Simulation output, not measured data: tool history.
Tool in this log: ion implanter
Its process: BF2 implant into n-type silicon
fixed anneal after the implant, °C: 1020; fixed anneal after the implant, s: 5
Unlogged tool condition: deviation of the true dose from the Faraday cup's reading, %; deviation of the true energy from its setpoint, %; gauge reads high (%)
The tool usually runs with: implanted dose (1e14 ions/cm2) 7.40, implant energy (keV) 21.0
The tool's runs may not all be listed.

run     day  implanted dose (1e14 ions/cm2)  implant energy (keV)  wafers since the last listed run  hours since the last dose calibration  hours since the extraction supply was calibrated  hours since the gauge calibration  read-back reference wafer on the same gauge, sheet resistance  sheet resistance of the implanted and annealed layer (ohm/square)
  1   0.000                            7.40                  21.0                                 0                                 1469.7                                            3596.6                              505.7                                                         207.97                                                             217.65
  2   1.358                            7.40                  21.0                               740                                 1502.3                                            3629.2                              538.3                                                         208.04                                                             217.60
  3   1.925                            7.40                  21.0                               308                                 1515.9                                            3642.8                              551.9                                                         207.89                                                             217.87
  4   3.092                            7.40                  21.0                               636                                 1543.9                                            3670.8                              579.9                                                         207.84                                                             217.92
  5   4.192                            7.40                  21.0                               599                                 1570.3                                            3697.2                              606.3                                                         208.02                                                             217.88
  6   5.033                            7.40                  21.0                               458                                 1590.5                                            3717.4                              626.5                                                         208.04                                                             216.98
  7   6.150                            7.40                  21.0                               608                                 1617.3                                            3744.2                              653.3                                                         208.00                                                             217.76
  8   7.238                            7.40                  21.0                               592                                 1643.4                                            3770.3                              679.4                                                         208.00                                                             218.28
  9   8.138                            7.40                  21.0                               490                                 1665.0                                            3791.9                              701.0                                                         207.93                                                             218.04
 10   9.388                            8.64                  21.0                               681                                 1695.0                                            3821.9                              731.0                                                         207.94                                                             205.99
 11  10.575                            7.40                  21.0                               647                                 1723.5                                            3850.4                              759.5                                                         208.02                                                             218.03
     11.504  -- extraction supply calibrated
 12  11.525                            7.40                  15.5                               336                                 1746.3                                               0.5                              782.3                                                         208.09                                                             249.33
 13  12.158                            7.40                  15.5                               345                                 1761.5                                              15.7                              797.5                                                         207.91                                                             247.80
 14  13.354                            7.40                  21.0                               652                                 1790.2                                              44.4                              826.2                                                         207.96                                                             216.39
     13.379  -- gauge calibrated
 15  13.958                            7.40                  21.0                               329                                 1804.7                                              58.9                               13.9                                                         208.02                                                             217.69
 16  14.662                            5.55                  27.5                               383                                 1821.6                                              75.8                               30.8                                                         208.03                                                             228.19
 17  15.838                            8.10                  21.0                               640                                 1849.8                                             104.0                               59.0                                                         208.08                                                             209.83
 18  19.112                            7.40                  21.0                              1785                                 1928.4                                             182.6                              137.6                                                         208.20                                                             217.27
 19  19.962                            8.75                  21.0                               463                                 1948.8                                             203.0                              158.0                                                         208.05                                                             205.04
     20.888  -- Faraday cup replaced and dose calibrated
 20  20.908                            7.40                  21.0                               333                                    0.5                                             225.7                              180.7                                                         208.14                                                             215.22
 21  22.242                            8.25                  14.0                               727                                   32.5                                             257.7                              212.7                                                         207.95                                                             251.78
 22  23.033                            6.71                  17.5                               431                                   51.5                                             276.7                              231.7                                                         207.94                                                             240.96
 23  23.688                            7.40                  21.0                               356                                   67.2                                             292.4                              247.4                                                         207.96                                                             214.45
 24  24.308                            7.40                  16.5                               338                                   82.1                                             307.3                              262.3                                                         207.95                                                             240.21
 25  24.933                            9.36                  24.5                               340                                   97.1                                             322.3                              277.3                                                         208.08                                                             185.19
 26  25.671                            8.82                  28.0                               402                                  114.8                                             340.0                              295.0                                                         207.89                                                             176.42
 27  26.946                            8.06                  21.0                               695                                  145.4                                             370.6                              325.6                                                         207.95                                                             208.95
 28  27.646                            7.40                  21.0                               381                                  162.2                                             387.4                              342.4                                                         208.04                                                             214.15
 29  28.854                            5.61                  27.0                               658                                  191.2                                             416.4                              371.4                                                         207.96                                                             224.04
     29.550  -- Faraday cup replaced and dose calibrated, repeated, since the last time left the tool worse
 30  29.908                            9.09                  24.0                               393                                    8.6                                             441.7                              396.7                                                         208.06                                                             192.34
 31  31.050                            7.40                  21.0                               622                                   36.0                                             469.1                              424.1                                                         208.04                                                             220.16
 32  31.942                            9.39                  27.5                               486                                   57.4                                             490.5                              445.5                                                         208.04                                                             178.42
 33  32.842                            7.40                  26.5                               490                                   79.0                                             512.1                              467.1                                                         208.07                                                             199.40
 34  33.975                            7.40                  21.0                               617                                  106.2                                             539.3                              494.3                                                         207.90                                                             220.02
 35  35.158                            7.40                  21.0                               645                                  134.6                                             567.7                              522.7                                                         208.14                                                             220.63
 36  36.408                            6.63                  27.0                               681                                  164.6                                             597.7                              552.7                                                         207.89                                                             210.57
 37  37.788                            5.52                  16.0                               752                                  197.7                                             630.8                              585.8                                                         208.03                                                             278.51
 38  38.308                            7.40                  21.0                               283                                  210.2                                             643.3                              598.3                                                         208.11                                                             220.06

Give the tool's hidden conditions for every run:
deviation of the true energy from its setpoint, %: 0 in every run
gauge reads high (%): 0 in every run
H1: deviation of the true dose from the Faraday cup's reading, %
run       H1
  1     2.58
  2     2.66
  3      2.7
  4     2.78
  5     2.85
  6     2.91
  7     2.98
  8     3.06
  9     3.12
 10     3.21
 11      3.3
 12     3.37
 13     3.42
 14     3.51
 15     3.55
 16     3.61
 17      3.7
 18     3.97
 19     4.04
 20     6.46
 21     6.46
 22     6.46
 23     6.47
 24     6.47
 25     6.47
 26     6.47
 27     6.48
 28     6.49
 29     6.49
 30  -0.0716
 31  -0.0705
 32  -0.0688
 33  -0.0661
 34  -0.0616
 35  -0.0555
 36  -0.0475
 37  -0.0369
 38  -0.0323
